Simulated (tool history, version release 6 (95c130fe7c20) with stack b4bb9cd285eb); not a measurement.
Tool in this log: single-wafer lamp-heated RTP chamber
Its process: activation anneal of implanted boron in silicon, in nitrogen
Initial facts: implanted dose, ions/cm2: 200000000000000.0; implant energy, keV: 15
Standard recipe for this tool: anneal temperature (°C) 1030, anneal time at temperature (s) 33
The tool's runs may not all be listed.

run   hour  anneal temperature (°C)  anneal time at temperature (s)  read-back reference wafer on the same gauge, sheet resistance  sheet resistance of the implanted and annealed layer (ohm/square)
  1      0                     1030                              27                                                         531.81                                                             486.88
  2    8.1                     1030                              27                                                         531.99                                                             486.59
  3     25                     1030                              33                                                         531.16                                                             484.84
  4   53.8                     1030                              33                                                         530.81                                                              486.4
  5   69.6                     1030                              33                                                         530.55                                                             485.09
      83.2  -- pyrometer window cleaned and pyrometer calibrated
  6   85.7                     1030                              33                                                         529.91                                                             485.32
  7  103.3                     1030                              33                                                         529.92                                                              484.2
  8  109.5                     1030                              33                                                         529.57                                                             485.04
  9  125.6                     1030                              33                                                          529.5                                                             485.08
 10  140.8                     1030                              33                                                         529.48                                                             482.91
 11  151.4                     1030                              33                                                         529.57                                                             483.61
 12  161.5                     1015                              23                                                         529.46                                                             486.56
 13  174.1                     1005                              27                                                         529.02                                                             486.78
 14  180.7                     1041                              42                                                         528.94                                                             482.16
 15  194.9                     1052                              22                                                         529.26                                                             483.78
 16  206.2                     1020                              28                                                         528.97                                                             483.87
 17  219.2                     1051                              16                                                         528.89                                                             484.54
 18  227.7                     1052                              22                                                         528.86                                                             484.13
 19  243.2                     1030                              33                                                         528.93                                                             483.51
 20    252                     1053                              26                                                         528.68                                                             483.06
 21  264.2                     1021                              40                                                         528.88                                                             482.91
 22  279.3                     1030                              47                                                         528.41                                                             481.73
 23  295.5                     1030                              33                                                         528.19                                                             483.32
 24  307.2                     1009                              16                                                         528.42                                                             487.34
     317.2  -- reflector plate cleaned
     322.6  -- gauge calibrated
     334.3  -- pyrometer window cleaned and pyrometer calibrated
 25  334.8                     1030                              50                                                         533.95                                                             486.13
 26  337.7                     1007                              28                                                         533.98                                                             490.64
 27  346.5                     1030                              33                                                         533.33                                                             487.93
 28  357.2                     1030                              33                                                          532.9                                                             486.97
 29  374.6                     1000                              17                                                          532.4                                                             492.33
 30  385.3                     1056                              49                                                         532.05                                                             481.61
 31  396.3                     1030                              33                                                         531.42                                                             486.99

Run 32 is up next; what results do you expect?
 32  410.6                     1030                              33                                                              ?                                                                  ?

read-back reference wafer on the same gauge, sheet resistance: 531.34
sheet resistance of the implanted and annealed layer (ohm/square): 485.56
Were there no unlogged condition in the tool, this run, its random variation unchanged, would have produced sheet resistance of the implanted and annealed layer (ohm/square) 488.95.

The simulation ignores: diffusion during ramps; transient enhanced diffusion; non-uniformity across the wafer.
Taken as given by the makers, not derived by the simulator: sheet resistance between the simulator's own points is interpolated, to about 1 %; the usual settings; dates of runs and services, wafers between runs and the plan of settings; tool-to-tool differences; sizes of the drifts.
